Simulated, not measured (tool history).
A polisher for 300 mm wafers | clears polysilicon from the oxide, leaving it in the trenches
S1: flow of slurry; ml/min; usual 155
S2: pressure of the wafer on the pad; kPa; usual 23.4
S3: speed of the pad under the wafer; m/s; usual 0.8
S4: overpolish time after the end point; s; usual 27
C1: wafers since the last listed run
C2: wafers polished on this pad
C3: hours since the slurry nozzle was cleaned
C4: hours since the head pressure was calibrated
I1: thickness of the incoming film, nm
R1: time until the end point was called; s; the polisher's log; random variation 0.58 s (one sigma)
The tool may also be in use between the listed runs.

run    hour   S1    S2    S3  S4    C1    C2     C3     C4     I1    R1
  1       0  155  23.4   0.8  27     0  1262  273.5  928.5  491.4  31.2
       47.6  -- head pressure recalibrated
  2   192.5  155  23.4   0.8  27  2020  3282    466  144.9  478.4    34
  3   228.8  155  23.4   0.8  27   385  3667  502.3  181.2  482.3  34.5
      263.8  -- worn pad replaced by a new one
  4   285.4  155  23.4   0.8  27   557   229  558.9  237.8  471.5    33
  5   323.6  155  23.4   0.8  27   405   634  597.1    276  481.9  34.5
        388  -- slurry nozzle cleaned
  6   388.5  155  23.4   0.8  20   677  1312    0.5  340.9  474.4  33.4
  7     414  155  23.4   0.8  20   270  1583     26  366.4  475.5  33.2
  8   451.8  155  23.4   0.8  27   400  1984   63.8  404.2  475.9  32.9
  9   497.6  155  23.4   0.8  27   485  2469  109.6    450  471.1  32.8
 10   529.4  155  23.4   0.8  27   337  2807  141.4  481.8  477.7  32.4
 11   575.2  125  23.4   0.8  27   485  3292  187.2  527.6  475.6  33.4
        629  -- worn pad replaced by a new one
 12   702.9  125  23.4   0.8  27  1312   784  314.9  655.3  482.2  33.4
 13   748.4  125  23.4   0.8  27   482  1266  360.4  700.8  478.7  33.7
 14   816.4  155  23.4   0.8  27   721  1988  428.4  768.8  475.8  30.5
      855.7  -- head pressure recalibrated
 15   866.4  155  26.9   0.8  27   509  2497  478.4   10.7  480.7  30.3
 16     918  170  23.4   0.8  27   547  3044    530   62.3    480  33.5
 17   973.9  155  26.9  0.68  27   592  3637  585.9  118.2  476.3  36.7
      980.2  -- worn pad replaced by a new one
      999.2  -- slurry nozzle cleaned
 18  1033.7  155  23.4   0.8  27   581   556   34.5    178  489.3  34.4
 19  1095.6  110  23.4   0.8  19   656  1213   96.4  239.9  476.8    35
 20  1145.7  155  23.4   0.8  27   531  1744  146.5    290  478.7  33.4
 21  1170.4  155  23.4  0.56  27   261  2006  171.2  314.7    482    48
 22  1241.7  155  25.5   0.8  34   756  2762  242.5    386  482.6  32.2
 23  1312.9  115  23.4   0.8  27   755  3517  313.7  457.2    479  33.8
     1343.2  -- worn pad replaced by a new one
 24  1378.5  185  28.3  0.68  36   653   374  379.3  522.8  488.7  33.3
 25  1442.6  155  23.4   0.8  27   679  1054  443.4  586.9    485  33.3
 26  1490.6  155  23.4   0.6  27   509  1563  491.4  634.9  476.2  42.6
 27  1570.2  125  26.2  1.02  20   844  2408    571  714.5  480.6  23.2
     1607.2  -- slurry nozzle cleaned
     1655.3  -- worn pad replaced by a new one
 28  1729.3  140  23.4   0.8  27  1634   784  122.1  873.6  483.1  31.7
     1739.2  -- head pressure recalibrated
 29  1753.8  155  25.5   0.9  27   238  1023  146.6   14.6  477.9  28.8
 30  1782.1  135  23.4  0.66  36   300  1323  174.9   42.9  480.4  40.1

The same runs without the tool's hidden state, with the same run-to-run variation:
The hidden state here: removal rate lost through wear of the pad, %; slurry flow missing at the pad, %; deviation of the head's pressure from its setpoint, %.
run    R1
  1  34.4
  2  33.9
  3  34.5
  4    33
  5  34.6
  6  33.7
  7  33.6
  8  33.3
  9  33.5
 10  33.1
 11  34.3
 12  34.9
 13  35.4
 14  32.5
 15  30.2
 16  33.5
 17  36.6
 18  34.4
 19  35.1
 20  33.6
 21  48.4
 22  32.7
 23  34.5
 24  34.3
 25  34.5
 26  44.4
 27  24.5
 28  34.3
 29    29
 30  40.4
